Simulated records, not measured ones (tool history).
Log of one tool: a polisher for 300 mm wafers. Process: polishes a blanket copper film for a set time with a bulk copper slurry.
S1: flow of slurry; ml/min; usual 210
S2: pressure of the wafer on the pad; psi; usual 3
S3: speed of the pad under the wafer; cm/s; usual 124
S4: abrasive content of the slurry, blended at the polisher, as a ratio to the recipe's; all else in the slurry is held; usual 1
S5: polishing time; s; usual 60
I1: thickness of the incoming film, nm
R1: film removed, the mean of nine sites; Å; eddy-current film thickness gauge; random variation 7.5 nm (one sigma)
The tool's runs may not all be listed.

Run 1, hour 0: usual settings; I1 2660.6. Result: R1 6573 Å.
Run 2, hour 31.7: usual settings; I1 2668.5. Result: R1 6672 Å.
Run 3, hour 71.1: usual settings; I1 2656.9. Result: R1 6457 Å.
Run 4, hour 108.5: usual settings but S2 2.6 psi; I1 2646.9. Result: R1 5663 Å.
Run 5, hour 153.2: usual settings; I1 2625.4. Result: R1 6645 Å.
Run 6, hour 177.5: usual settings but S1 230 ml/min; I1 2591.8. Result: R1 6541 Å.
At hour 230.4: slurry blender recalibrated.
Run 7, hour 246: usual settings; I1 2676.4. Result: R1 6492 Å.
At hour 268.4: worn pad replaced by a new one.
Run 8, hour 295.9: usual settings; I1 2666.1. Result: R1 6398 Å.
At hour 345.4: slurry nozzle cleaned.
Run 9, hour 351.8: usual settings; I1 2626.7. Result: R1 6320 Å.
Run 10, hour 414.1: usual settings; I1 2634. Result: R1 6185 Å.
Run 11, hour 485.6: usual settings; I1 2634.1. Result: R1 6101 Å.
At hour 530.2: worn pad replaced by a new one, repeated, since the last time left the tool worse.
Run 12, hour 556.8: usual settings but S1 235 ml/min, S2 3.6 psi, S3 154 cm/s, S5 79 s; I1 2632.1. Result: R1 13668 Å.
At hour 561.2: head pressure recalibrated.
At hour 612.7: slurry blender recalibrated.
Run 13, hour 627.1: usual settings but S1 260 ml/min, S2 2.1 psi; I1 2624.4. Result: R1 4723 Å.
Run 14, hour 661.3: usual settings; I1 2660.9. Result: R1 6552 Å.
Run 15, hour 697.2: usual settings but S3 136 cm/s, S4 0.9; I1 2612.6. Result: R1 7030 Å.
Run 16, hour 768.2: usual settings but S1 280 ml/min, S4 0.8; I1 2604.2. Result: R1 6387 Å.
Run 17, hour 831.2: usual settings but S2 3.9 psi, S4 1.15, S5 68 s; I1 2647.5. Result: R1 9937 Å.
At hour 860.1: slurry nozzle cleaned.
Run 18, hour 933.1: usual settings; I1 2631.1. Result: R1 6503 Å.
At hour 951.3: worn pad replaced by a new one.
At hour 953.1: slurry blender recalibrated.
Run 19, hour 998.1: usual settings; I1 2643.2. Result: R1 6760 Å.
Run 20, hour 1036.7: usual settings; I1 2629.5. Result: R1 6657 Å.
Run 21, hour 1074.8: usual settings; I1 2659.4. Result: R1 6718 Å.
Run 22, hour 1136.3: usual settings but S4 1.2; I1 2635. Result: R1 7090 Å.
Run 23, hour 1167.5: usual settings but S2 2.1 psi, S3 94 cm/s; I1 2630.7. Result: R1 3539 Å.
Run 24, hour 1229.8: usual settings but S1 280 ml/min, S2 2.3 psi, S5 51 s; I1 2632.1. Result: R1 4415 Å.
At hour 1282.5: worn pad replaced by a new one.
Run 25, hour 1300.6: usual settings but S1 165 ml/min, S2 3.4 psi, S3 166 cm/s; I1 2623.1. Result: R1 10013 Å.
At hour 1303.5: slurry blender recalibrated.
At hour 1358: slurry nozzle cleaned.
Run 26, hour 1358.5: usual settings but S1 145 ml/min, S2 3.8 psi, S4 1.25; I1 2625.2. Result: R1 8509 Å.
Run 27, hour 1541.6: usual settings; I1 2658.8. Result: R1 6708 Å.
Run 28, hour 1570.8: usual settings but S3 96 cm/s, S4 1.2; I1 2622.9. Result: R1 5269 Å.
Run 29, hour 1625.6: usual settings but S1 175 ml/min, S2 3.9 psi, S4 1.1; I1 2630.4. Result: R1 8469 Å.
Run 30, hour 1655.2: usual settings but S1 235 ml/min, S2 3.6 psi, S3 154 cm/s, S5 79 s; I1 2646.7. Result: R1 13132 Å.

Forecast each of these 4 alternatives for the next run:
Run A, hour 1655.6: usual settings; I1 2632. Result: R1 ?.
Run B, hour 1655.6: usual settings but S3 96 cm/s, S4 0.85, S5 43 s; I1 2632. Result: R1 ?.
Run C, hour 1655.6: usual settings but S1 285 ml/min, S3 110 cm/s; I1 2632. Result: R1 ?.
Run D, hour 1655.6: usual settings but S1 150 ml/min, S2 2.4 psi, S4 1.15, S5 45 s; I1 2632. Result: R1 ?.

run    R1
  A  6581
  B  3518
  C  6030
  D  3891
Without the tool's hidden state the same runs would have given:
run    R1
  A  6929
  B  3705
  C  6349
  D  4097

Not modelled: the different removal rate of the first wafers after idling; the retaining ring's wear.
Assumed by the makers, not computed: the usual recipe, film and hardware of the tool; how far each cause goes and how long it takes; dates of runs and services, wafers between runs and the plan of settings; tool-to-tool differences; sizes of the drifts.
